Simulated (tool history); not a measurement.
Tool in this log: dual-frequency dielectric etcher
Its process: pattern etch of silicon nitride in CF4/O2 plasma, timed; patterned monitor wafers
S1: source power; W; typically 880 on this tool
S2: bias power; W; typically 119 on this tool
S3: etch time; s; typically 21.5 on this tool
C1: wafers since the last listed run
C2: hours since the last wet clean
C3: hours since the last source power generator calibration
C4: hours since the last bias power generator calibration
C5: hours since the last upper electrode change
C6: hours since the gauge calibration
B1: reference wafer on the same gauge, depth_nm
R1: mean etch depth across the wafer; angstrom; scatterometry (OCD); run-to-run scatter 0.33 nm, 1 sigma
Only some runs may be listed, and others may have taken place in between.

run	hour	S1	S2	S3	C1	C2	C3	C4	C5	C6	B1	R1
1	0.0	880	119	21.5	0	354.3	3421.2	4651.6	420.1	1480.8	73.9	671
2	56.9	880	119	21.5	900	411.2	3478.1	4708.5	477.0	1537.7	73.9	661
3	127.4	880	119	21.5	1116	481.7	3548.6	4779.0	547.5	1608.2	73.9	662
# hour 165.5: wet clean of the chamber
4	174.9	880	119	21.5	372	9.4	3596.1	4826.5	595.0	1655.7	74.0	665
5	252.1	880	119	21.5	1222	86.6	3673.3	4903.7	672.2	1732.9	73.9	663
6	359.1	880	119	21.5	1693	193.6	3780.3	5010.7	779.2	1839.9	74.0	664
7	448.5	880	119	21.5	1415	283.0	3869.7	5100.1	868.6	1929.3	73.8	670
# hour 458.5: gauge calibrated
8	485.1	880	119	21.5	579	319.6	3906.3	5136.7	905.2	26.6	73.9	661
9	541.4	880	119	21.5	891	375.9	3962.6	5193.0	961.5	82.9	73.9	666
10	644.3	880	119	21.5	1628	478.8	4065.5	5295.9	1064.4	185.8	73.9	661
# hour 683.3: bias power generator calibrated
11	748.4	880	119	18.5	1584	582.9	4169.6	65.1	1168.5	289.9	73.9	571
# hour 818.9: wet clean of the chamber
12	819.4	880	119	18.5	744	0.5	4240.6	136.1	1239.5	360.9	73.9	575
13	922.4	880	119	18.5	1630	103.5	4343.6	239.1	1342.5	463.9	73.8	572
14	960.4	810	119	21.5	601	141.5	4381.6	277.1	1380.5	501.9	73.9	631
15	1035.6	880	119	21.5	1190	216.7	4456.8	352.3	1455.7	577.1	73.9	659
16	1094.6	750	94	21.5	933	275.7	4515.8	411.3	1514.7	636.1	73.9	567
# hour 1108.7: source power generator calibrated
17	1147.3	940	128	18.5	770	328.4	38.6	464.0	1567.4	688.8	73.9	609
18	1220.7	790	119	24.5	1161	401.8	112.0	537.4	1640.8	762.2	74.0	720
19	1300.0	880	144	21.5	1255	481.1	191.3	616.7	1720.1	841.5	73.9	710
# hour 1336.3: wet clean of the chamber
20	1352.3	880	119	21.5	447	16.0	243.6	669.0	1772.4	893.8	74.0	665
# hour 1389.9: upper electrode replaced
21	1395.9	880	104	21.5	310	59.6	287.2	712.6	6.0	937.4	73.8	638
22	1458.4	990	119	21.5	989	122.1	349.7	775.1	68.5	999.9	73.8	718
23	1688.0	880	119	18.0	3634	351.7	579.3	1004.7	298.1	1229.5	73.8	558
24	1733.7	790	119	24.5	723	397.4	625.0	1050.4	343.8	1275.2	73.9	712
25	1830.4	810	104	23.5	1530	494.1	721.7	1147.1	440.5	1371.9	74.0	665
# hour 1902.6: wet clean of the chamber
26	1935.4	880	119	25.0	1282	32.8	826.7	1252.1	545.5	1476.9	73.9	765
27	2069.2	730	148	18.0	2118	166.6	960.5	1385.9	679.3	1610.7	74.0	544
28	2168.7	880	119	21.5	1575	266.1	1060.0	1485.4	778.8	1710.2	73.9	670
29	2262.4	740	135	15.0	1483	359.8	1153.7	1579.1	872.5	1803.9	73.9	437
30	2348.6	1020	144	19.0	1364	446.0	1239.9	1665.3	958.7	1890.1	73.9	683
31	2397.0	880	119	21.5	766	494.4	1288.3	1713.7	1007.1	1938.5	73.9	665

Hidden state, per run?
etch rate over this chamber's usual, %: 0 in every run
source power that arrives over what is set, %: 0 in every run
bias power that arrives over what is set, %: 0 in every run
gauge reads high (%): 0 in every run
